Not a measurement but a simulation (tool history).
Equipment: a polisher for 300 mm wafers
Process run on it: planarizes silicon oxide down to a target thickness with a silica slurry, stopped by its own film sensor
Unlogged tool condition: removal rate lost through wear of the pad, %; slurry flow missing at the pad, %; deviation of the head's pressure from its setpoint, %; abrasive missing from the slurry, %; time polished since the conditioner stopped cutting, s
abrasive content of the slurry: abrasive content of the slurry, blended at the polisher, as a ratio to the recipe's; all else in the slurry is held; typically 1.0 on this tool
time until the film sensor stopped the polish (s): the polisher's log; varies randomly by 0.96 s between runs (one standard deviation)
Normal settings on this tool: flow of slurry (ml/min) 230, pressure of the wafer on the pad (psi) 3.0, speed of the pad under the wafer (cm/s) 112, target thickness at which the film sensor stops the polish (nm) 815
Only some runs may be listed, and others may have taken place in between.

run,hour,flow of slurry (ml/min),pressure of the wafer on the pad (psi),speed of the pad under the wafer (cm/s),abrasive content of the slurry,target thickness at which the film sensor stops the polish (nm),wafers since the last listed run,wafers polished on this pad,hours since the slurry nozzle was cleaned,hours since the head pressure was calibrated,hours since the slurry blender was calibrated,hours since the conditioning disc was replaced,"incoming thickness of the incoming film, nm",time until the film sensor stopped the polish (s)
1,0.0,230,3.0,98,0.8,815,0,1238,69.3,90.2,141.5,212.4,1050.4,120.1
2,42.6,230,3.0,112,1.0,869,385,1623,111.9,132.8,184.1,255.0,1043.0,75.9
3,102.0,230,3.0,112,1.0,869,537,2160,171.3,192.2,243.5,314.4,1036.9,73.5
4,172.3,250,3.0,112,1.0,815,635,2796,241.6,262.5,313.8,384.7,1049.4,104.0
# hour 175.5: head pressure recalibrated, repeated, since the last time left the tool worse
# hour 258.2: conditioning disc replaced and pad reconditioned
# hour 262.6: worn pad replaced by a new one
5,263.1,250,3.0,112,1.0,815,748,4,332.4,87.6,404.6,4.9,1045.4,87.9
# hour 318.8: slurry blender recalibrated
6,321.6,230,3.0,112,1.0,815,511,515,390.9,146.1,2.8,63.4,1028.2,80.6
7,365.9,230,3.0,112,1.0,815,400,915,435.2,190.4,47.1,107.7,1044.7,86.7
8,427.8,230,3.0,112,1.0,815,559,1475,497.1,252.3,109.0,169.6,1026.7,81.1
9,487.3,175,3.0,112,1.0,815,538,2013,556.6,311.8,168.5,229.1,1042.8,91.8
10,549.1,230,3.0,112,1.0,815,558,2572,618.4,373.6,230.3,290.9,1030.4,82.9
11,604.3,230,3.0,112,1.0,815,499,3072,673.6,428.8,285.5,346.1,1021.2,80.3
# hour 621.1: worn pad replaced by a new one
12,635.6,230,3.8,112,1.0,855,246,131,704.9,460.1,316.8,377.4,1030.8,54.6
13,701.2,255,3.0,112,1.0,815,593,724,770.5,525.7,382.4,443.0,1039.5,86.9
# hour 717.2: conditioning disc replaced and pad reconditioned
14,731.1,230,3.0,74,1.0,815,252,976,800.4,555.6,412.3,13.9,1028.5,118.0
# hour 741.5: slurry blender recalibrated
15,760.2,230,3.7,112,1.0,815,245,1221,829.5,584.7,18.7,43.0,1041.9,73.2
# hour 808.2: head pressure recalibrated
16,815.6,230,3.0,112,1.1,815,483,1704,884.9,7.4,74.1,98.4,1057.3,86.8
# hour 822.9: slurry nozzle cleaned
17,884.5,195,3.0,112,1.0,852,614,2318,61.6,76.3,143.0,167.3,1039.7,70.7
18,955.9,230,3.0,140,1.0,738,645,2964,133.0,147.7,214.4,238.7,1041.8,97.2
19,990.6,230,3.0,112,1.0,869,313,3278,167.7,182.4,249.1,273.4,1020.6,57.0
20,1023.3,230,3.0,112,1.2,815,295,3574,200.4,215.1,281.8,306.1,1033.8,79.5
21,1058.1,230,3.5,112,1.0,788,314,3889,235.2,249.9,316.6,340.9,1041.6,81.9
# hour 1093.6: worn pad replaced by a new one
22,1095.1,270,3.0,112,1.0,852,298,13,272.2,286.9,353.6,377.9,1019.5,63.0
# hour 1165.2: slurry blender recalibrated
# hour 1168.7: conditioning disc replaced and pad reconditioned
23,1296.1,230,3.0,112,1.0,815,1781,1795,473.2,487.9,130.9,127.4,1047.0,89.9
24,1328.7,270,3.0,130,1.0,815,294,2090,505.8,520.5,163.5,160.0,1035.1,76.6
25,1360.5,230,3.0,112,1.0,815,287,2377,537.6,552.3,195.3,191.8,1028.4,84.3
26,1411.1,230,3.0,112,1.0,815,457,2835,588.2,602.9,245.9,242.4,1061.0,99.0

Forecast each of these 3 alternatives for the next run:
A,1411.5,230,3.0,112,1.0,794,3,2839,588.6,603.3,246.3,242.8,1042.8,?
B,1411.5,230,3.0,112,1.0,771,3,2839,588.6,603.3,246.3,242.8,1042.8,?
C,1411.5,185,2.7,112,1.0,815,3,2839,588.6,603.3,246.3,242.8,1042.8,?

run,time until the film sensor stopped the polish (s)
A,100.2
B,109.5
C,105.2
Without the tool's unlogged condition, the same runs would have read:
run,time until the film sensor stopped the polish (s)
A,94.7
B,103.4
C,99.3
